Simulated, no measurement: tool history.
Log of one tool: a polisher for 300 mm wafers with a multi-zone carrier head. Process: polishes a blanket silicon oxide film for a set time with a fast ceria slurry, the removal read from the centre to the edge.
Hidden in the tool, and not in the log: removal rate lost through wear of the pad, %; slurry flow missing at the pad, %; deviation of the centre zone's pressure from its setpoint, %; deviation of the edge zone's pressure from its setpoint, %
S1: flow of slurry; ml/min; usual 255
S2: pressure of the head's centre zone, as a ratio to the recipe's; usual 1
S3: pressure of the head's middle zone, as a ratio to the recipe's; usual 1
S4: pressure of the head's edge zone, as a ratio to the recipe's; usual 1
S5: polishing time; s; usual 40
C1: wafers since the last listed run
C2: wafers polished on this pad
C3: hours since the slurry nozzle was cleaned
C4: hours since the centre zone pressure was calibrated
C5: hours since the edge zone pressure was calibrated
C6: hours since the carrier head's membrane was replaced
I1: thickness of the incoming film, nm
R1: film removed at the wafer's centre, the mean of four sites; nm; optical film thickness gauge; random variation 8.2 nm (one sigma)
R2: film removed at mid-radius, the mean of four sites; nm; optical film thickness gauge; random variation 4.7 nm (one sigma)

Run 1, day 0: usual settings but S1 225 ml/min; C1 0; C2 1813; C3 341.5; C4 533.4; C5 174.6; C6 545.9; I1 1614.8. Result: R1 573.4 nm, R2 570.9 nm.
At day 3.258: centre zone pressure recalibrated.
Run 2, day 4.004: usual settings but S3 1.08; C1 1026; C2 2839; C3 437.6; C4 17.9; C5 270.7; C6 642; I1 1610.3. Result: R1 565 nm, R2 604.4 nm.
At day 5.708: worn pad replaced by a new one.
Run 3, day 7.025: usual settings but S3 1.08; C1 746; C2 344; C3 510.1; C4 90.4; C5 343.2; C6 714.5; I1 1605.1. Result: R1 556.7 nm, R2 591.2 nm.
At day 7.754: edge zone pressure recalibrated.
At day 8.533: slurry nozzle cleaned.
At day 19.258: worn pad replaced by a new one.
Run 4, day 19.279: usual settings but S3 1.08; C1 3130; C2 5; C3 257.9; C4 384.5; C5 276.6; C6 1008.6; I1 1618.5. Result: R1 589.5 nm, R2 615.1 nm.
At day 20.575: edge zone pressure recalibrated.
Run 5, day 23.542: usual settings; C1 1093; C2 1098; C3 360.2; C4 486.8; C5 71.2; C6 1110.9; I1 1589.5. Result: R1 568.6 nm, R2 576.6 nm.
At day 26.575: slurry nozzle cleaned.
Run 6, day 27.829: usual settings; C1 1111; C2 2210; C3 30.1; C4 589.7; C5 174.1; C6 1213.8; I1 1621.9. Result: R1 575 nm, R2 588.9 nm.
At day 27.975: centre zone pressure recalibrated.
Run 7, day 30.725: usual settings; C1 736; C2 2946; C3 99.6; C4 66; C5 243.6; C6 1283.3; I1 1602.1. Result: R1 588.8 nm, R2 591.3 nm.
At day 33.512: worn pad replaced by a new one.
Run 8, day 34.762: usual settings but S2 0.93; C1 1012; C2 326; C3 196.5; C4 162.9; C5 340.5; C6 1380.2; I1 1598.8. Result: R1 542.5 nm, R2 580.9 nm.
At day 34.933: edge zone pressure recalibrated.
At day 38.738: carrier head's membrane replaced by a new one.
Run 9, day 38.758: usual settings but S3 1.11, S5 44 s; C1 969; C2 1295; C3 292.4; C4 258.8; C5 91.8; C6 0.5; I1 1585.4. Result: R1 639.1 nm, R2 683.1 nm.
Run 10, day 42.725: usual settings but S2 1.06, S4 1.04; C1 1038; C2 2333; C3 387.6; C4 354; C5 187; C6 95.7; I1 1596.2. Result: R1 594.6 nm, R2 556.2 nm.
At day 47.817: edge zone pressure recalibrated.
At day 47.996: worn pad replaced by a new one.
At day 49.817: slurry nozzle cleaned.
At day 49.912: centre zone pressure recalibrated.
Run 11, day 50.158: usual settings but S2 1.08, S3 0.89; C1 1847; C2 533; C3 8.2; C4 5.9; C5 56.2; C6 274.1; I1 1599.2. Result: R1 638.3 nm, R2 533.7 nm.
Run 12, day 58.371: usual settings; C1 2149; C2 2682; C3 205.3; C4 203; C5 253.3; C6 471.2; I1 1626.8. Result: R1 586.3 nm, R2 582 nm.
At day 59.988: edge zone pressure recalibrated.
Run 13, day 60.292: usual settings but S1 165 ml/min; C1 480; C2 3163; C3 251.4; C4 249.1; C5 7.3; C6 517.3; I1 1602.4. Result: R1 534.5 nm, R2 559 nm.
At day 62.162: worn pad replaced by a new one.
Run 14, day 62.475: usual settings but S4 0.93; C1 527; C2 81; C3 303.8; C4 301.5; C5 59.7; C6 569.7; I1 1599. Result: R1 583.3 nm, R2 585.5 nm.
Run 15, day 65.5: usual settings but S3 0.96; C1 791; C2 872; C3 376.4; C4 374.1; C5 132.3; C6 642.3; I1 1577.7. Result: R1 585.9 nm, R2 550.6 nm.

Forecast each of these 3 alternatives for the next run:
Run A, day 65.517: usual settings but S1 180 ml/min; C1 4; C2 877; C3 376.8; C4 374.5; C5 132.7; C6 642.7; I1 1609.2. Result: R1 ?, R2 ?.
Run B, day 65.517: usual settings but S4 0.93, S5 34 s; C1 4; C2 877; C3 376.8; C4 374.5; C5 132.7; C6 642.7; I1 1609.2. Result: R1 ?, R2 ?.
Run C, day 65.517: usual settings but S2 1.09, S4 0.89; C1 4; C2 877; C3 376.8; C4 374.5; C5 132.7; C6 642.7; I1 1609.2. Result: R1 ?, R2 ?.

run   R1     R2
  A  534  551.5
  B  482  494.5
  C  614  581.5
Without the tool's hidden state the same runs would have given:
run     R1     R2
  A  563.9  578.7
  B  501.7  512.4
  C    639  602.6
